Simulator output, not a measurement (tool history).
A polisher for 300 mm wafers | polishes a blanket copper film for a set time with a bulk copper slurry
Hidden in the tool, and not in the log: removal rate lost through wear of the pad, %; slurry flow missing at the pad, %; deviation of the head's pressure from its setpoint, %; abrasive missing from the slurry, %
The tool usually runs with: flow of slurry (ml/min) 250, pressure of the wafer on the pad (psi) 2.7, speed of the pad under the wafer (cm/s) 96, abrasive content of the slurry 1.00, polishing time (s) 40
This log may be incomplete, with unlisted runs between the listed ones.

run    hour  flow of slurry (ml/min)  pressure of the wafer on the pad (psi)  speed of the pad under the wafer (cm/s)  abrasive content of the slurry  polishing time (s)  wafers since the last listed run  wafers polished on this pad  hours since the slurry nozzle was cleaned  hours since the head pressure was calibrated  hours since the slurry blender was calibrated  incoming thickness of the incoming film, nm  film removed (Å)
  1     0.0                      250                                     2.7                                       96                            1.00                  40                                 0                         2635                                      461.0                                         248.4                                          206.6                                       3229.5              3209
  2   105.9                      250                                     2.7                                       96                            1.00                  40                              1715                         4350                                      566.9                                         354.3                                          312.5                                       3308.7              3297
      111.1  -- slurry nozzle cleaned
  3   151.7                      250                                     2.7                                       80                            1.00                  40                               725                         5076                                       40.6                                         400.1                                          358.3                                       3300.6              2729
  4   205.5                      250                                     2.7                                       96                            1.00                  40                               871                         5948                                       94.4                                         453.9                                          412.1                                       3233.7              3277
  5   280.0                      250                                     2.7                                       96                            0.85                  40                              1206                         7155                                      168.9                                         528.4                                          486.6                                       3312.6              3123
      301.3  -- head pressure recalibrated
      334.4  -- slurry blender recalibrated
  6   341.8                      250                                     2.7                                       96                            1.20                  40                               936                         8091                                      230.7                                          40.5                                            7.4                                       3268.1              3327
      354.3  -- worn pad replaced by a new one
  7   447.6                      250                                     3.2                                       96                            1.00                  40                              1649                         1510                                      336.5                                         146.3                                          113.2                                       3206.3              3874
  8   526.4                      250                                     2.7                                      122                            1.00                  35                              1276                         2787                                      415.3                                         225.1                                          192.0                                       3237.9              3551
  9   619.0                      250                                     2.7                                       96                            1.00                  40                              1500                         4287                                      507.9                                         317.7                                          284.6                                       3211.1              3179
 10   697.0                      250                                     2.7                                       96                            1.00                  40                              1263                         5551                                      585.9                                         395.7                                          362.6                                       3230.5              3226
      711.9  -- slurry nozzle cleaned
 11   741.5                      250                                     2.7                                       96                            1.00                  40                               704                         6255                                       29.6                                         440.2                                          407.1                                       3276.0              3295
 12   816.4                      250                                     2.5                                       96                            1.00                  40                              1213                         7469                                      104.5                                         515.1                                          482.0                                       3276.7              3042
      862.7  -- worn pad replaced by a new one
 13   865.4                      250                                     2.5                                       96                            1.00                  40                               729                           43                                      153.5                                         564.1                                          531.0                                       3233.7              3074
 14   940.4                      250                                     2.7                                       96                            1.00                  37                              1215                         1258                                      228.5                                         639.1                                          606.0                                       3263.3              2983
      951.0  -- head pressure recalibrated
      973.2  -- slurry blender recalibrated
 15  1016.1                      295                                     2.7                                       86                            0.90                  53                              1161                         2419                                      304.2                                          65.1                                           42.9                                       3271.7              3781
 16  1081.5                      225                                     3.2                                      108                            1.15                  40                              1059                         3479                                      369.6                                         130.5                                          108.3                                       3241.3              4369
 17  1162.6                      250                                     3.3                                       86                            1.00                  50                              1313                         4793                                      450.7                                         211.6                                          189.4                                       3273.5              4498
 18  1264.4                      250                                     2.3                                       64                            1.20                  40                              1649                         6442                                      552.5                                         313.4                                          291.2                                       3262.3              1989
     1266.5  -- slurry nozzle cleaned
 19  1320.4                      250                                     3.6                                       96                            1.00                  40                               891                         7333                                       53.9                                         369.4                                          347.2                                       3258.9              4346
     1414.0  -- worn pad replaced by a new one
 20  1425.0                      250                                     2.7                                       96                            1.00                  40                              1629                          177                                      158.5                                         474.0                                          451.8                                       3287.8              3263
     1462.4  -- slurry blender recalibrated
 21  1489.4                      250                                     2.7                                       96                            1.00                  40                              1010                         1188                                      222.9                                         538.4                                           27.0                                       3211.6              3274
     1529.4  -- head pressure recalibrated
 22  1713.1                      185                                     2.1                                       96                            1.00                  31                              3591                         4780                                      446.6                                         183.7                                          250.7                                       3321.1              1846
 23  1784.6                      185                                     2.1                                       96                            1.00                  31                              1158                         5938                                      518.1                                         255.2                                          322.2                                       3253.3              1910
     1842.1  -- slurry nozzle cleaned
 24  1875.3                      295                                     2.7                                       96                            1.00                  28                              1453                         7391                                       33.2                                         345.9                                          412.9                                       3311.5              2292
 25  1950.1                      250                                     3.0                                      112                            0.75                  28                              1211                         8603                                      108.0                                         420.7                                          487.7                                       3258.8              2774
     1990.4  -- slurry blender recalibrated
     2069.5  -- worn pad replaced by a new one
     2086.3  -- head pressure recalibrated
 26  2176.3                      250                                     2.7                                       96                            1.00                  36                              3534                         1697                                      334.2                                          90.0                                          185.9                                       3234.7              2920
 27  2224.5                      250                                     2.7                                       96                            1.00                  40                               780                         2478                                      382.4                                         138.2                                          234.1                                       3235.2              3214
     2383.4  -- slurry nozzle cleaned
 28  2535.6                      250                                     2.7                                      126                            1.20                  28                              5023                         7502                                      152.2                                         449.3                                          545.2                                       3268.1              3054
     2593.8  -- head pressure recalibrated
 29  2611.4                      280                                     2.7                                       96                            1.00                  53                              1195                         8697                                      228.0                                          17.6                                          621.0                                       3225.8              4421
     2623.2  -- worn pad replaced by a new one
     2647.9  -- slurry blender recalibrated
 30  2684.2                      185                                     2.1                                       96                            1.00                  31                              1082                          956                                      300.8                                          90.4                                           36.3                                       3249.1              1909

Each row is a separate what-if for the run after 30, all from the same tool condition, not one after another. Results?
  A  2684.6                      250                                     2.7                                       96                            1.00                  40                                 6                          963                                      301.2                                          90.8                                           36.7                                       3290.4                 ?
  B  2684.6                      250                                     2.7                                       96                            1.00                  30                                 6                          963                                      301.2                                          90.8                                           36.7                                       3290.4                 ?
  C  2684.6                      250                                     2.7                                       74                            1.00                  40                                 6                          963                                      301.2                                          90.8                                           36.7                                       3290.4                 ?

run  film removed (Å)
  A              3255
  B              2441
  C              2571
With the hidden condition removed and each run's random variation left untouched, the same runs would have given:
run  film removed (Å)
  A              3255
  B              2441
  C              2571

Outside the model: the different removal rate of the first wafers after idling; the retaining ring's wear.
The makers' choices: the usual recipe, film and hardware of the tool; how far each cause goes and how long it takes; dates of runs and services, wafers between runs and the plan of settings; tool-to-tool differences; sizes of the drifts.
